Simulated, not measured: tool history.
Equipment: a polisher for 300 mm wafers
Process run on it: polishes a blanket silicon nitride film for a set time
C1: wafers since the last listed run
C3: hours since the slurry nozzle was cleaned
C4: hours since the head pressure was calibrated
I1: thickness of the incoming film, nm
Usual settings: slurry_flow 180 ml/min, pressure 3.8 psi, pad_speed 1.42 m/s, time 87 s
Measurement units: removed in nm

run 1 hour=0 | slurry_flow=180 pressure=3.8 pad_speed=1.42 time=75 | C1=0 wafers_polished_on_this_pad=733 C3=708.1 C4=555.8 | I1=939.4 | removed=205.3
run 2 hour=95.4 | slurry_flow=180 pressure=3.8 pad_speed=1.42 time=75 | C1=1103 wafers_polished_on_this_pad=1837 C3=803.5 C4=651.2 | I1=941.4 | removed=200.2
-- hour=167.1 slurry nozzle cleaned
run 3 hour=197.6 | slurry_flow=180 pressure=3.8 pad_speed=1.76 time=87 | C1=1170 wafers_polished_on_this_pad=3007 C3=30.5 C4=753.4 | I1=951.8 | removed=262.7
run 4 hour=279.7 | slurry_flow=180 pressure=3.8 pad_speed=1.76 time=87 | C1=949 wafers_polished_on_this_pad=3957 C3=112.6 C4=835.5 | I1=933.4 | removed=256.8
-- hour=293.1 head pressure recalibrated
run 5 hour=316.5 | slurry_flow=180 pressure=3.8 pad_speed=1.42 time=87 | C1=402 wafers_polished_on_this_pad=4360 C3=149.4 C4=23.4 | I1=952.3 | removed=242.7
run 6 hour=374.8 | slurry_flow=180 pressure=3.8 pad_speed=1.42 time=87 | C1=674 wafers_polished_on_this_pad=5034 C3=207.7 C4=81.7 | I1=947.5 | removed=244.5
run 7 hour=411.2 | slurry_flow=180 pressure=3.2 pad_speed=1.42 time=87 | C1=421 wafers_polished_on_this_pad=5455 C3=244.1 C4=118.1 | I1=943.9 | removed=208
-- hour=501.8 worn pad replaced by a new one
run 8 hour=697.1 | slurry_flow=180 pressure=3.2 pad_speed=1.42 time=87 | C1=3260 wafers_polished_on_this_pad=2258 C3=530 C4=404 | I1=939 | removed=204.5
run 9 hour=759 | slurry_flow=180 pressure=2.9 pad_speed=1.42 time=67 | C1=716 wafers_polished_on_this_pad=2974 C3=591.9 C4=465.9 | I1=930 | removed=141.1
run 10 hour=812.3 | slurry_flow=180 pressure=2.9 pad_speed=1.42 time=67 | C1=616 wafers_polished_on_this_pad=3591 C3=645.2 C4=519.2 | I1=944.3 | removed=140.6
run 11 hour=900.6 | slurry_flow=180 pressure=3.8 pad_speed=1.02 time=87 | C1=1021 wafers_polished_on_this_pad=4612 C3=733.5 C4=607.5 | I1=942.6 | removed=171.1
run 12 hour=946.6 | slurry_flow=180 pressure=3.8 pad_speed=1.02 time=87 | C1=532 wafers_polished_on_this_pad=5144 C3=779.5 C4=653.5 | I1=923.4 | removed=173.2
-- hour=964.2 slurry nozzle cleaned
run 13 hour=986.8 | slurry_flow=180 pressure=3.8 pad_speed=1.02 time=87 | C1=453 wafers_polished_on_this_pad=5598 C3=22.6 C4=693.7 | I1=940.6 | removed=167
-- hour=1061.9 head pressure recalibrated
run 14 hour=1089.5 | slurry_flow=180 pressure=3.8 pad_speed=1.42 time=87 | C1=1164 wafers_polished_on_this_pad=6763 C3=125.3 C4=27.6 | I1=926.4 | removed=250.9
-- hour=1128.5 worn pad replaced by a new one
run 15 hour=1213.4 | slurry_flow=180 pressure=3.8 pad_speed=1.18 time=87 | C1=1386 wafers_polished_on_this_pad=981 C3=249.2 C4=151.5 | I1=939.2 | removed=215.9
run 16 hour=1280.6 | slurry_flow=180 pressure=3.8 pad_speed=1.18 time=87 | C1=777 wafers_polished_on_this_pad=1759 C3=316.4 C4=218.7 | I1=946.2 | removed=213.6
run 17 hour=1346.2 | slurry_flow=180 pressure=3.8 pad_speed=1.42 time=87 | C1=758 wafers_polished_on_this_pad=2517 C3=382 C4=284.3 | I1=943.3 | removed=251.4
run 18 hour=1389.8 | slurry_flow=180 pressure=3.8 pad_speed=1.42 time=87 | C1=504 wafers_polished_on_this_pad=3022 C3=425.6 C4=327.9 | I1=945.3 | removed=245
run 19 hour=1474.8 | slurry_flow=180 pressure=3.8 pad_speed=1.9 time=87 | C1=983 wafers_polished_on_this_pad=4005 C3=510.6 C4=412.9 | I1=934.2 | removed=306
run 20 hour=1521.8 | slurry_flow=180 pressure=3.8 pad_speed=1.42 time=87 | C1=543 wafers_polished_on_this_pad=4549 C3=557.6 C4=459.9 | I1=938.9 | removed=241
run 21 hour=1598.3 | slurry_flow=130 pressure=3 pad_speed=1.42 time=87 | C1=884 wafers_polished_on_this_pad=5433 C3=634.1 C4=536.4 | I1=945.6 | removed=179
run 22 hour=1648.5 | slurry_flow=160 pressure=4.4 pad_speed=1.42 time=87 | C1=580 wafers_polished_on_this_pad=6014 C3=684.3 C4=586.6 | I1=949.1 | removed=262.2
run 23 hour=1704.4 | slurry_flow=120 pressure=3.8 pad_speed=1.42 time=72 | C1=646 wafers_polished_on_this_pad=6661 C3=740.2 C4=642.5 | I1=930.2 | removed=173.1
-- hour=1732.2 worn pad replaced by a new one
run 24 hour=1791 | slurry_flow=180 pressure=3.8 pad_speed=1.42 time=87 | C1=955 wafers_polished_on_this_pad=680 C3=826.8 C4=729.1 | I1=932.3 | removed=223.2
-- hour=1792.6 slurry nozzle cleaned
run 25 hour=1864.3 | slurry_flow=235 pressure=3.3 pad_speed=1.58 time=87 | C1=836 wafers_polished_on_this_pad=1516 C3=71.7 C4=802.4 | I1=925.3 | removed=215.3
-- hour=1890.9 head pressure recalibrated
run 26 hour=1926.1 | slurry_flow=180 pressure=4.8 pad_speed=1.42 time=87 | C1=691 wafers_polished_on_this_pad=2208 C3=133.5 C4=35.2 | I1=933.7 | removed=297
run 27 hour=2029.1 | slurry_flow=180 pressure=3.4 pad_speed=1.42 time=105 | C1=1191 wafers_polished_on_this_pad=3399 C3=236.5 C4=138.2 | I1=953.2 | removed=268
run 28 hour=2087.7 | slurry_flow=180 pressure=4.2 pad_speed=1.78 time=99 | C1=677 wafers_polished_on_this_pad=4077 C3=295.1 C4=196.8 | I1=928.6 | removed=363.9
run 29 hour=2143.1 | slurry_flow=230 pressure=3.8 pad_speed=1.04 time=87 | C1=640 wafers_polished_on_this_pad=4718 C3=350.5 C4=252.2 | I1=941.1 | removed=192.9
run 30 hour=2194.6 | slurry_flow=180 pressure=3.8 pad_speed=1.04 time=87 | C1=595 wafers_polished_on_this_pad=5314 C3=402 C4=303.7 | I1=944.3 | removed=191.1
-- hour=2223.5 worn pad replaced by a new one
run 31 hour=2287.2 | slurry_flow=180 pressure=3.8 pad_speed=1.42 time=87 | C1=1024 wafers_polished_on_this_pad=736 C3=494.6 C4=396.3 | I1=932.6 | removed=235.2
run 32 hour=2360 | slurry_flow=230 pressure=3.8 pad_speed=1.42 time=109 | C1=842 wafers_polished_on_this_pad=1578 C3=567.4 C4=469.1 | I1=936.7 | removed=306.2
run 33 hour=2429.1 | slurry_flow=180 pressure=2.8 pad_speed=1.42 time=78 | C1=799 wafers_polished_on_this_pad=2378 C3=636.5 C4=538.2 | I1=946.4 | removed=156.7
run 34 hour=2494.3 | slurry_flow=180 pressure=3.8 pad_speed=1.42 time=105 | C1=754 wafers_polished_on_this_pad=3132 C3=701.7 C4=603.4 | I1=924.9 | removed=278.8
run 35 hour=2539.8 | slurry_flow=180 pressure=4.5 pad_speed=1.42 time=66 | C1=526 wafers_polished_on_this_pad=3658 C3=747.2 C4=648.9 | I1=940.6 | removed=198.2
run 36 hour=2632.1 | slurry_flow=180 pressure=3.8 pad_speed=1.42 time=87 | C1=1067 wafers_polished_on_this_pad=4726 C3=839.5 C4=741.2 | I1=935.1 | removed=220.8
-- hour=2664.8 slurry nozzle cleaned
-- hour=2690.3 head pressure recalibrated
run 37 hour=2725.3 | slurry_flow=230 pressure=4.6 pad_speed=1.7 time=87 | C1=1043 wafers_polished_on_this_pad=5769 C3=60.5 C4=35 | I1=939.3 | removed=351

What if the next run were any one of these 3? Each begins from the tool's condition after run 37:
run A hour=2725.7 | slurry_flow=180 pressure=3.8 pad_speed=1.42 time=115 | C1=4 wafers_polished_on_this_pad=5774 C3=60.9 C4=35.4 | I1=950.1 | removed=?
run B hour=2725.7 | slurry_flow=180 pressure=4.3 pad_speed=1.42 time=87 | C1=4 wafers_polished_on_this_pad=5774 C3=60.9 C4=35.4 | I1=950.1 | removed=?
run C hour=2725.7 | slurry_flow=245 pressure=5 pad_speed=1.42 time=87 | C1=4 wafers_polished_on_this_pad=5774 C3=60.9 C4=35.4 | I1=950.1 | removed=?

run=A removed=328.4
run=B removed=278.6
run=C removed=334
Without the tool's hidden state the same runs would have given:
run=A removed=331.3
run=B removed=281
run=C removed=336.9

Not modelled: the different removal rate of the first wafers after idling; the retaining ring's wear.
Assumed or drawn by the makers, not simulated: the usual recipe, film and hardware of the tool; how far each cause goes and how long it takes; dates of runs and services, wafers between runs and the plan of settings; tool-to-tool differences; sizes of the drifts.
